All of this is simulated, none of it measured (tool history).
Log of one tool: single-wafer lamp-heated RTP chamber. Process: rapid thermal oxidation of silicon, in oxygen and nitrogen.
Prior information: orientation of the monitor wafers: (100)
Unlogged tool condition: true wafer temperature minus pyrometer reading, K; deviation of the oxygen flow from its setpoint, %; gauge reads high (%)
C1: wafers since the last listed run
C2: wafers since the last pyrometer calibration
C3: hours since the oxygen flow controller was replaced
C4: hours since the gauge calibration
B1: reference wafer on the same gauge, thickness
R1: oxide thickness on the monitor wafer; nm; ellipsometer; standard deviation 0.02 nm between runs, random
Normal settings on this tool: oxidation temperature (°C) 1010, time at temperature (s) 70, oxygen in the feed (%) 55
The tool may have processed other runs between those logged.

Run 1, hour 0: usual settings but oxidation temperature (°C) 1034, time at temperature (s) 85; C1 0; C2 2202; C3 5629.6; C4 1382.6; B1 5.826. Result: R1 8.07 nm.
Run 2, hour 66: usual settings but oxidation temperature (°C) 1034, time at temperature (s) 85; C1 445; C2 2647; C3 5695.6; C4 1448.6; B1 5.83. Result: R1 8.065 nm.
Run 3, hour 130.2: usual settings; C1 433; C2 3080; C3 5759.8; C4 1512.8; B1 5.837. Result: R1 6.264 nm.
At hour 184.1: pyrometer window cleaned and pyrometer calibrated.
Run 4, hour 197.5: usual settings; C1 400; C2 90; C3 5827.1; C4 1580.1; B1 5.827. Result: R1 6.232 nm.
Run 5, hour 239.3: usual settings; C1 281; C2 372; C3 5868.9; C4 1621.9; B1 5.831. Result: R1 6.26 nm.
Run 6, hour 293: usual settings; C1 362; C2 734; C3 5922.6; C4 1675.6; B1 5.829. Result: R1 6.228 nm.
Run 7, hour 357.2: usual settings but oxygen in the feed (%) 44; C1 433; C2 1167; C3 5986.8; C4 1739.8; B1 5.835. Result: R1 5.828 nm.
Run 8, hour 385.5: usual settings but time at temperature (s) 51; C1 190; C2 1358; C3 6015.1; C4 1768.1; B1 5.828. Result: R1 5.463 nm.
Run 9, hour 450.4: usual settings but time at temperature (s) 91; C1 437; C2 1796; C3 6080; C4 1833; B1 5.833. Result: R1 7.037 nm.
Run 10, hour 478.9: usual settings but time at temperature (s) 91; C1 192; C2 1988; C3 6108.5; C4 1861.5; B1 5.828. Result: R1 7.079 nm.
Run 11, hour 516.2: usual settings but oxidation temperature (°C) 1032; C1 251; C2 2240; C3 6145.8; C4 1898.8; B1 5.835. Result: R1 7.354 nm.
Run 12, hour 584.3: usual settings but oxidation temperature (°C) 1032; C1 459; C2 2699; C3 6213.9; C4 1966.9; B1 5.828. Result: R1 7.293 nm.
Run 13, hour 610.7: usual settings but oxidation temperature (°C) 1032; C1 178; C2 2877; C3 6240.3; C4 1993.3; B1 5.84. Result: R1 7.334 nm.
At hour 649: pyrometer window cleaned and pyrometer calibrated.
Run 14, hour 649.5: usual settings but oxidation temperature (°C) 990; C1 207; C2 3; C3 6279.1; C4 2032.1; B1 5.833. Result: R1 5.459 nm.
At hour 666: gauge calibrated.
Run 15, hour 690.9: usual settings but oxidation temperature (°C) 990; C1 279; C2 282; C3 6320.5; C4 24.9; B1 5.706. Result: R1 5.305 nm.
At hour 712.6: oxygen flow controller replaced.
Run 16, hour 741.6: usual settings; C1 288; C2 570; C3 29; C4 75.6; B1 5.719. Result: R1 6.128 nm.
Run 17, hour 809.5: usual settings but oxidation temperature (°C) 1002; C1 458; C2 1028; C3 96.9; C4 143.5; B1 5.725. Result: R1 5.818 nm.
Run 18, hour 850.1: usual settings; C1 273; C2 1302; C3 137.5; C4 184.1; B1 5.741. Result: R1 6.158 nm.
Run 19, hour 892.1: usual settings but oxidation temperature (°C) 1028, time at temperature (s) 93, oxygen in the feed (%) 37; C1 283; C2 1585; C3 179.5; C4 226.1; B1 5.742. Result: R1 6.933 nm.
Run 20, hour 959.8: usual settings but oxidation temperature (°C) 1037, time at temperature (s) 58, oxygen in the feed (%) 67; C1 456; C2 2042; C3 247.2; C4 293.8; B1 5.76. Result: R1 7.345 nm.
Run 21, hour 1021.6: usual settings; C1 416; C2 2459; C3 309; C4 355.6; B1 5.758. Result: R1 6.189 nm.
Run 22, hour 1072.2: usual settings but oxidation temperature (°C) 1039, oxygen in the feed (%) 29; C1 341; C2 2800; C3 359.6; C4 406.2; B1 5.767. Result: R1 6.071 nm.
Run 23, hour 1112.5: usual settings; C1 271; C2 3072; C3 399.9; C4 446.5; B1 5.768. Result: R1 6.2 nm.
Run 24, hour 1145.2: usual settings but oxidation temperature (°C) 1019, time at temperature (s) 58, oxygen in the feed (%) 74; C1 220; C2 3293; C3 432.6; C4 479.2; B1 5.776. Result: R1 6.747 nm.
At hour 1158.1: pyrometer window cleaned and pyrometer calibrated.
Run 25, hour 1170.7: usual settings but oxidation temperature (°C) 1028, time at temperature (s) 93, oxygen in the feed (%) 37; C1 118; C2 85; C3 458.1; C4 504.7; B1 5.783. Result: R1 6.928 nm.
Run 26, hour 1200.4: usual settings but oxidation temperature (°C) 983, time at temperature (s) 49, oxygen in the feed (%) 37; C1 200; C2 285; C3 487.8; C4 534.4; B1 5.774. Result: R1 3.948 nm.
Run 27, hour 1239.2: usual settings but time at temperature (s) 96, oxygen in the feed (%) 35; C1 261; C2 547; C3 526.6; C4 573.2; B1 5.785. Result: R1 6.09 nm.
Run 28, hour 1294.5: usual settings; C1 373; C2 920; C3 581.9; C4 628.5; B1 5.786. Result: R1 6.246 nm.
Run 29, hour 1350.6: usual settings but time at temperature (s) 50, oxygen in the feed (%) 45; C1 378; C2 1298; C3 638; C4 684.6; B1 5.791. Result: R1 5.028 nm.
Run 30, hour 1416.7: usual settings but oxidation temperature (°C) 1032, time at temperature (s) 60, oxygen in the feed (%) 76; C1 445; C2 1744; C3 704.1; C4 750.7; B1 5.793. Result: R1 7.625 nm.
Run 31, hour 1448: usual settings but oxidation temperature (°C) 1040, time at temperature (s) 89, oxygen in the feed (%) 78; C1 211; C2 1955; C3 735.4; C4 782; B1 5.8. Result: R1 9.745 nm.
Run 32, hour 1480.5: usual settings; C1 219; C2 2175; C3 767.9; C4 814.5; B1 5.798. Result: R1 6.262 nm.
Run 33, hour 1656.2: usual settings but time at temperature (s) 82, oxygen in the feed (%) 83; C1 1185; C2 3360; C3 943.6; C4 990.2; B1 5.814. Result: R1 7.75 nm.

Forecast each of these 4 alternatives for the next run:
Run A, hour 1656.7: usual settings; C1 3; C2 3363; C3 944.1; C4 990.7; B1 ?. Result: R1 ?.
Run B, hour 1656.7: usual settings but oxidation temperature (°C) 997, time at temperature (s) 82; C1 3; C2 3363; C3 944.1; C4 990.7; B1 ?. Result: R1 ?.
Run C, hour 1656.7: usual settings but oxidation temperature (°C) 993, time at temperature (s) 51, oxygen in the feed (%) 32; C1 3; C2 3363; C3 944.1; C4 990.7; B1 ?. Result: R1 ?.
Run D, hour 1656.7: usual settings but time at temperature (s) 93, oxygen in the feed (%) 85; C1 3; C2 3363; C3 944.1; C4 990.7; B1 ?. Result: R1 ?.

run     B1     R1
  A  5.809  6.256
  B  5.809  6.108
  C  5.809   4.13
  D  5.809  8.266
Take away the tool's hidden state, keep each run's random variation, and the runs would have read:
run     R1
  A  6.127
  B  5.983
  C  4.045
  D  8.096
